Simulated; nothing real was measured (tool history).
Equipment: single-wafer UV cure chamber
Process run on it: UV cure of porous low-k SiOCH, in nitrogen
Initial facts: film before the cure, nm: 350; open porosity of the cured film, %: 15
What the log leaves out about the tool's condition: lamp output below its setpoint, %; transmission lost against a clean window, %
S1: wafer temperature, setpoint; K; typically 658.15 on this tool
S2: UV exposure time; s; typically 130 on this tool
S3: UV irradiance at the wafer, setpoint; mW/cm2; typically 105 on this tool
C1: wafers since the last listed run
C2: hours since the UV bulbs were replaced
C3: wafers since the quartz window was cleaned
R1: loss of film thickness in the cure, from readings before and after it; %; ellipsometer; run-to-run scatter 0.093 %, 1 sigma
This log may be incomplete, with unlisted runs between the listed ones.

run,hour,S1,S2,S3,C1,C2,C3,R1
1,0,658.15,130,105,0,664.7,344,7.51
2,94.2,658.15,130,105,1112,758.9,1456,7.511
3,177.3,666.15,130,105,981,842,2437,7.556
4,247.5,666.15,130,105,828,912.2,3266,7.626
5,335,666.15,130,105,1032,999.7,4299,7.629
# hour 344.9: quartz window cleaned
6,436.6,658.15,130,96,1105,1101.3,1082,6.997
7,503.2,658.15,130,96,786,1167.9,1868,6.902
8,576.1,658.15,130,96,860,1240.8,2729,6.94
9,681.6,658.15,130,105,1245,1346.3,3974,7.354
# hour 759.5: quartz window cleaned
10,780.3,658.15,130,105,1070,1445,245,7.16
11,829.1,658.15,130,105,576,1493.8,821,7.198
12,866.9,651.15,130,105,446,1531.6,1267,6.921
13,915.5,651.15,130,105,573,1580.2,1841,7.044
14,988.6,658.15,130,105,862,1653.3,2704,7.009
15,1090,658.15,130,105,1197,1754.7,3901,7.1
16,1132.9,674.15,175,137,506,1797.6,4408,9.409
# hour 1215.8: quartz window cleaned
17,1216.3,649.15,130,67,890,1881,5,5.188
18,1286.9,658.15,130,105,833,1951.6,839,6.825
19,1352,666.15,130,105,768,2016.7,1607,6.911
# hour 1360.8: UV bulbs replaced
20,1397,658.15,130,105,436,36.2,2044,8.097
21,1446.4,652.15,130,105,583,85.6,2627,7.968
22,1547,669.15,175,82,1187,186.2,3815,8.296
# hour 1601.2: quartz window cleaned
23,1632.1,669.15,60,80,910,271.3,364,4.258
24,1705.2,670.15,130,71,862,344.4,1227,6.521
25,1756.3,658.15,130,126,603,395.5,1830,8.544
26,1858.3,649.15,195,127,1204,497.5,3035,9.987
27,1956.5,658.15,130,105,1159,595.7,4194,7.609
# hour 2001.1: quartz window cleaned
28,2039.8,649.15,200,88,888,679,456,8.643
29,2121.9,647.15,105,71,969,761.1,1425,5.216
30,2160.9,658.15,155,79,460,800.1,1886,7.177

Measured result minus the same run's result without the hidden state. Both carry the same run-to-run variation, though not necessarily the same gauge scatter:
run,R1
1,-0.415
2,-0.463
3,-0.504
4,-0.547
5,-0.595
6,-0.625
7,-0.652
8,-0.697
9,-0.776
10,-0.814
11,-0.847
12,-0.845
13,-0.889
14,-0.92
15,-0.995
16,-1.098
17,-0.952
18,-1.081
19,-1.124
20,-0.031
21,-0.054
22,-0.1
23,-0.106
24,-0.161
25,-0.201
26,-0.262
27,-0.285
28,-0.344
29,-0.319
30,-0.379
